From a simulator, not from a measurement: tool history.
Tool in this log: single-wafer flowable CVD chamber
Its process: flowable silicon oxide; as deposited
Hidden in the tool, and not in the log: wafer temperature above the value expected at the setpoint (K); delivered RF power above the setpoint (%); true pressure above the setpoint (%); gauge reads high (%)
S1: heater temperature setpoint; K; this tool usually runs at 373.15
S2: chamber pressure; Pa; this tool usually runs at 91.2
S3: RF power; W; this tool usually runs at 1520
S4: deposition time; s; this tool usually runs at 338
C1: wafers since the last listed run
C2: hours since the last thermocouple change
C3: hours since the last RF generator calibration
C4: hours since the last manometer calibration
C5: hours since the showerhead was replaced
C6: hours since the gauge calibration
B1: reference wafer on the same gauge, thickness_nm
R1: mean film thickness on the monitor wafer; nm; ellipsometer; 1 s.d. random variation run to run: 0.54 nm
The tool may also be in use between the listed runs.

run	day	S1	S2	S3	S4	C1	C2	C3	C4	C5	C6	B1	R1
1	0	373.15	91.2	1520	338	0	528.6	1814.3	1056.8	4204.3	1869.9	146.125	152.86
2	4.404	373.15	91.2	1520	338	831	634.3	1920	1162.5	4310	1975.6	146.194	152.952
3	7.979	373.15	91.2	1520	320	674	720.1	2005.8	1248.3	4395.8	2061.4	146.032	144.376
4	9.758	373.15	91.2	1520	320	335	762.8	2048.5	1291	4438.5	2104.1	145.951	143.281
5	12.617	373.15	91.2	1520	320	539	831.4	2117.1	1359.6	4507.1	2172.7	146.197	144.794
6	15.592	373.15	91.2	1520	338	561	902.8	2188.5	1431	4578.5	2244.1	145.939	152.196
7	19.171	373.15	91.2	1520	338	675	988.7	2274.4	1516.9	4664.4	2330	146.006	151.666
8	21.088	373.15	91.2	1520	293	361	1034.7	2320.4	1562.9	4710.4	2376	146.019	132.29
# day 23.221: RF generator calibrated
9	25.367	373.15	91.2	1520	293	744	1137.4	51.5	1665.6	4813.1	2478.7	146.127	135.648
# day 27.229: thermocouple changed; heater temperature recalibrated
10	29.762	373.15	91.2	1520	362	766	60.8	157	1771.1	4918.6	2584.2	145.987	168.336
11	34.229	359.15	91.2	1630	338	842	168	264.2	1878.3	5025.8	2691.4	145.897	267.872
12	36.3	373.15	107.5	1625	338	390	217.7	313.9	1928	5075.5	2741.1	146.169	188.968
13	40.279	373.15	91.2	1305	307	750	313.2	409.4	2023.5	5171	2836.6	145.996	132.829
14	43.746	373.15	91.2	1520	338	654	396.4	492.6	2106.7	5254.2	2919.8	145.913	156.175
15	46.067	373.15	91.2	1520	338	437	452.1	548.3	2162.4	5309.9	2975.5	145.766	156.374
# day 48.279: showerhead replaced
16	48.3	373.15	91.2	1520	282	358	505.7	601.9	2216	0.5	3029.1	145.759	129.94
# day 50.858: capacitance manometer re-zeroed and calibrated
17	50.879	373.15	91.2	1520	400	423	567.6	663.8	0.5	62.4	3091	145.992	178.854
18	54.267	373.15	91.2	1520	338	639	648.9	745.1	81.8	143.7	3172.3	145.853	151.641
19	57.862	368.15	72	1230	312	678	735.2	831.4	168.1	230	3258.6	146.011	120.235
# day 58.933: gauge calibrated
20	59.767	383.15	99.3	1400	338	359	780.9	877.1	213.8	275.7	20	146.051	109.408
21	63.033	360.15	99.5	1770	361	616	859.3	955.5	292.2	354.1	98.4	145.919	301.065
22	65.729	379.15	91.2	1520	305	508	924	1020.2	356.9	418.8	163.1	146.157	109.88
23	69.479	373.15	91.2	1520	338	707	1014	1110.2	446.9	508.8	253.1	145.759	153.162
24	73.462	373.15	91.2	1520	293	751	1109.6	1205.8	542.5	604.4	348.7	145.75	133.435
25	77.554	359.15	83.7	1720	366	772	1207.8	1304	640.7	702.6	446.9	145.754	266.958
# day 81.017: thermocouple changed; heater temperature recalibrated
26	81.038	373.15	79.3	1520	338	594	0.5	1387.6	724.3	786.2	530.5	145.949	133.519
27	82.338	373.15	76.4	1660	298	245	31.7	1418.8	755.5	817.4	561.7	145.71	118.393
28	84.846	373.15	91.2	1425	338	473	91.9	1479	815.7	877.6	621.9	145.695	149.455
29	88.2	373.15	75.1	1300	372	632	172.4	1559.5	896.2	958.1	702.4	145.946	129.494

Branching from run 29: 3 alternative next runs. What would each branch give?
A	88.221	373.15	91.2	1520	368	3	172.9	1560	896.7	958.6	702.9	?	?
B	88.221	373.15	91.2	1520	397	3	172.9	1560	896.7	958.6	702.9	?	?
C	88.221	373.15	73.7	1520	387	3	172.9	1560	896.7	958.6	702.9	?	?

run	B1	R1
A	145.928	167.475
B	145.928	180.672
C	145.928	143.118
Without the tool's unlogged condition, the same runs would have read:
run	R1
A	166.605
B	179.734
C	142.204
